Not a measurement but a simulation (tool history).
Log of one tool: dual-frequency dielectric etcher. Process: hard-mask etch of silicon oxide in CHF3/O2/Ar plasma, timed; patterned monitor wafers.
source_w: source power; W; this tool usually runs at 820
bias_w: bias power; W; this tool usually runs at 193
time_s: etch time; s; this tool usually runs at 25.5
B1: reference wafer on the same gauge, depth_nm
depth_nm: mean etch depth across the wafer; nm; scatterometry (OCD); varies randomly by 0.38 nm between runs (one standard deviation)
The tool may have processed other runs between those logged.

{"run": 1, "hour": 0.0, "source_w": 820, "bias_w": 223, "time_s": 30.5, "B1": 63.1, "depth_nm": 76.4}
{"run": 2, "hour": 103.8, "source_w": 820, "bias_w": 223, "time_s": 30.5, "B1": 63.1, "depth_nm": 73.3}
{"run": 3, "hour": 119.0, "source_w": 820, "bias_w": 223, "time_s": 30.5, "B1": 63, "depth_nm": 73.5}
{"run": 4, "hour": 135.8, "source_w": 820, "bias_w": 193, "time_s": 25.5, "B1": 63.3, "depth_nm": 58.6}
{"run": 5, "hour": 168.7, "source_w": 820, "bias_w": 193, "time_s": 25.5, "B1": 63, "depth_nm": 58.9}
{"run": 6, "hour": 203.1, "source_w": 820, "bias_w": 193, "time_s": 25.5, "B1": 63.2, "depth_nm": 59.1}
{"run": 7, "hour": 228.0, "source_w": 820, "bias_w": 193, "time_s": 25.5, "B1": 63.1, "depth_nm": 59.8}
{"run": 8, "hour": 256.7, "source_w": 820, "bias_w": 193, "time_s": 25.5, "B1": 63.2, "depth_nm": 59.5}
{"run": 9, "hour": 287.6, "source_w": 820, "bias_w": 193, "time_s": 29.5, "B1": 63.2, "depth_nm": 69.1}
{"run": 10, "hour": 315.2, "source_w": 820, "bias_w": 193, "time_s": 29.5, "B1": 63.2, "depth_nm": 69.1}
{"run": 11, "hour": 335.9, "source_w": 820, "bias_w": 193, "time_s": 20.5, "B1": 63, "depth_nm": 48.2}
{"run": 12, "hour": 358.1, "source_w": 820, "bias_w": 193, "time_s": 20.5, "B1": 63.2, "depth_nm": 47.9}
{"run": 13, "hour": 385.2, "source_w": 820, "bias_w": 193, "time_s": 20.5, "B1": 63.3, "depth_nm": 48.1}
{"run": 14, "hour": 418.2, "source_w": 640, "bias_w": 215, "time_s": 32, "B1": 62.9, "depth_nm": 73}
{"run": 15, "hour": 488.8, "source_w": 640, "bias_w": 193, "time_s": 25.5, "B1": 63, "depth_nm": 50.8}
{"run": 16, "hour": 502.9, "source_w": 820, "bias_w": 193, "time_s": 25.5, "B1": 63, "depth_nm": 54.6}
{"run": 17, "hour": 529.7, "source_w": 730, "bias_w": 177, "time_s": 25.5, "B1": 62.8, "depth_nm": 51.2}
{"run": 18, "hour": 565.2, "source_w": 760, "bias_w": 216, "time_s": 28, "B1": 62.9, "depth_nm": 61.2}
{"run": 19, "hour": 578.9, "source_w": 820, "bias_w": 233, "time_s": 25.5, "B1": 63.1, "depth_nm": 58}
{"run": 20, "hour": 603.1, "source_w": 820, "bias_w": 168, "time_s": 25.5, "B1": 62.9, "depth_nm": 52.7}
{"run": 21, "hour": 621.7, "source_w": 820, "bias_w": 193, "time_s": 25.5, "B1": 63.1, "depth_nm": 54.4}
{"run": 22, "hour": 660.5, "source_w": 820, "bias_w": 193, "time_s": 25.5, "B1": 63.1, "depth_nm": 58.5}
{"run": 23, "hour": 749.0, "source_w": 980, "bias_w": 176, "time_s": 21.5, "B1": 63, "depth_nm": 50.9}
{"run": 24, "hour": 779.7, "source_w": 620, "bias_w": 207, "time_s": 23, "B1": 63.2, "depth_nm": 50.7}
{"run": 25, "hour": 797.8, "source_w": 910, "bias_w": 229, "time_s": 25.5, "B1": 63.1, "depth_nm": 63.5}
{"run": 26, "hour": 833.7, "source_w": 820, "bias_w": 193, "time_s": 25.5, "B1": 63.2, "depth_nm": 59.3}
{"run": 27, "hour": 864.6, "source_w": 760, "bias_w": 216, "time_s": 28, "B1": 63.2, "depth_nm": 66.4}

Missing from the log above: 7 entries noted between runs. For each, name the pair of listed runs it sits between and say how the tool's hidden condition differs from the listed run just before to the listed run just after:
After run 1, before run 2: wet clean of the chamber (hour 90.5)
  etch rate over this chamber's usual, %: 3.45 -> 0.531
  what was measured, less what the result would be without the hidden state, depth_nm: +2.5 -> +0.4 nm
After run 8, before run 9: bias power generator calibrated (hour 279.7)
  etch rate over this chamber's usual, %: 1.85 -> 2.12
  what was measured, less what the result would be without the hidden state, depth_nm: +1.1 -> +1.5 nm
After run 9, before run 10: upper electrode replaced (hour 314.7)
  etch rate over this chamber's usual, %: 2.12 -> 2.36
  what was measured, less what the result would be without the hidden state, depth_nm: +1.5 -> +1.6 nm
After run 14, before run 15: wet clean of the chamber (hour 488.3)
  etch rate over this chamber's usual, %: 3.25 -> -6.92
  what was measured, less what the result would be without the hidden state, depth_nm: +2.3 -> -3.8 nm
After run 15, before run 16: gauge calibrated (hour 489.3)
  etch rate over this chamber's usual, %: -6.92 -> -6.8
  what was measured, less what the result would be without the hidden state, depth_nm: -3.8 -> -4 nm
After run 21, before run 22: source power generator calibrated (hour 657.1); wet clean of the chamber, repeated, since the last time left the tool worse (hour 660)
  etch rate over this chamber's usual, %: -5.77 -> 0.0795
  what was measured, less what the result would be without the hidden state, depth_nm: -3.4 -> +0 nm
